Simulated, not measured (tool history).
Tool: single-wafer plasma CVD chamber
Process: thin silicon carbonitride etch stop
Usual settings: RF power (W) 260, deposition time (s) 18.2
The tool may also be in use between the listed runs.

run	hour	RF power (W)	deposition time (s)	wafers since the last listed run	hours since the last thermocouple change	hours since the last RF generator calibration	hours since the showerhead was replaced	hours since the gauge calibration	read-back reference wafer on the same gauge, thickness_nm	mean film thickness on the monitor wafer (angstrom)
1	0.0	260	18.2	0	2328.2	1660.8	7320.4	68.6	9.781	105.29
2	14.1	260	18.2	452	2342.3	1674.9	7334.5	82.7	9.763	105.49
3	31.6	260	18.2	561	2359.8	1692.4	7352.0	100.2	9.757	105.48
4	41.1	300	18.2	304	2369.3	1701.9	7361.5	109.7	9.758	109.72
5	51.8	275	18.2	343	2380.0	1712.6	7372.2	120.4	9.750	107.10
6	59.5	260	19.5	247	2387.7	1720.3	7379.9	128.1	9.751	112.95
7	71.8	225	18.2	394	2400.0	1732.6	7392.2	140.4	9.738	100.98
8	79.8	225	18.2	256	2408.0	1740.6	7400.2	148.4	9.748	100.82
# hour 92.6: RF generator calibrated
9	93.8	225	18.2	192	2422.0	1.2	7414.2	162.4	9.739	101.05
10	108.0	260	18.2	455	2436.2	15.4	7428.4	176.6	9.732	105.00
11	124.8	260	18.2	539	2453.0	32.2	7445.2	193.4	9.717	104.66
12	136.8	260	18.2	385	2465.0	44.2	7457.2	205.4	9.719	104.86
# hour 148.7: showerhead replaced
13	149.2	260	20.1	141	2477.4	56.6	0.5	217.8	9.717	115.57
14	162.1	260	18.2	413	2490.3	69.5	13.4	230.7	9.697	104.75
# hour 174.6: thermocouple changed; heater temperature recalibrated
15	175.1	260	20.0	160	0.5	82.5	26.4	243.7	9.705	114.93
16	180.6	260	18.2	176	6.0	88.0	31.9	249.2	9.707	104.51
17	186.8	210	16.5	198	12.2	94.2	38.1	255.4	9.701	89.75
# hour 191.1: gauge calibrated
18	195.7	260	21.1	285	21.1	103.1	47.0	4.6	9.809	122.38
19	204.5	235	15.1	282	29.9	111.9	55.8	13.4	9.810	85.33
20	220.4	245	20.3	510	45.8	127.8	71.7	29.3	9.796	115.61
21	234.4	245	20.0	449	59.8	141.8	85.7	43.3	9.787	114.10
22	248.9	260	18.2	465	74.3	156.3	100.2	57.8	9.775	105.98
23	255.3	305	16.4	205	80.7	162.7	106.6	64.2	9.779	99.44
24	262.9	235	19.8	243	88.3	170.3	114.2	71.8	9.779	111.42

What the log doesn't show, run by run:
wafer temperature above the value expected at the setpoint (K): 0 in every run
delivered RF power above the setpoint (%): 0 in every run
H1: gauge reads high (%)
run	H1
1	-0.288
2	-0.344
3	-0.414
4	-0.452
5	-0.495
6	-0.526
7	-0.575
8	-0.607
9	-0.663
10	-0.72
11	-0.787
12	-0.835
13	-0.884
14	-0.936
15	-0.988
16	-1.01
17	-1.03
18	0.0519
19	0.0167
20	-0.0469
21	-0.103
22	-0.161
23	-0.186
24	-0.217
